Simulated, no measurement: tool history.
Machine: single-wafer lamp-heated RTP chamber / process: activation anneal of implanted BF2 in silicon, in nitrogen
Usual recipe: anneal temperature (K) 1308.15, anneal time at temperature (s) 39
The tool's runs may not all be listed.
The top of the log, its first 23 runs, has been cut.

run	hour	anneal temperature (K)	anneal time at temperature (s)	read-back reference wafer on the same gauge, sheet resistance	sheet resistance of the implanted and annealed layer (ohm/square)
24	1266.9	1308.15	39	158.13	163.57
25	1297.7	1333.15	49	158.08	153.7
26	1360.1	1308.15	39	158.17	163.9
27	1416.7	1308.15	27	158	167.71
28	1461.8	1290.15	21	157.82	179.65
# hour 1479.6: pyrometer window cleaned and pyrometer calibrated
29	1490.4	1292.15	32	158.08	171.35
30	1554.7	1308.15	50	158.07	157.54
31	1594.3	1308.15	50	157.93	159.81
32	1693.3	1308.15	54	158.1	156.46
33	1745.6	1308.15	46	157.95	159.33
34	1814	1332.15	27	158.27	157.44
35	1878.2	1317.15	23	157.93	163.65
36	1932.3	1324.15	45	158.06	155.2
37	1965.7	1308.15	39	158.23	162.01
38	2033.9	1318.15	27	158.15	160.96

Here are 3 independent what-if runs from the current tool condition. What would each one return?
A	2034.3	1308.15	39	?	?
B	2034.3	1338.15	31	?	?
C	2034.3	1328.15	51	?	?

run	read-back reference wafer on the same gauge, sheet resistance	sheet resistance of the implanted and annealed layer (ohm/square)
A	158.17	161.36
B	158.17	154.34
C	158.17	152.54
With no hidden state in the tool, these same runs would have given:
run	sheet resistance of the implanted and annealed layer (ohm/square)
A	164.26
B	156.76
C	154.58
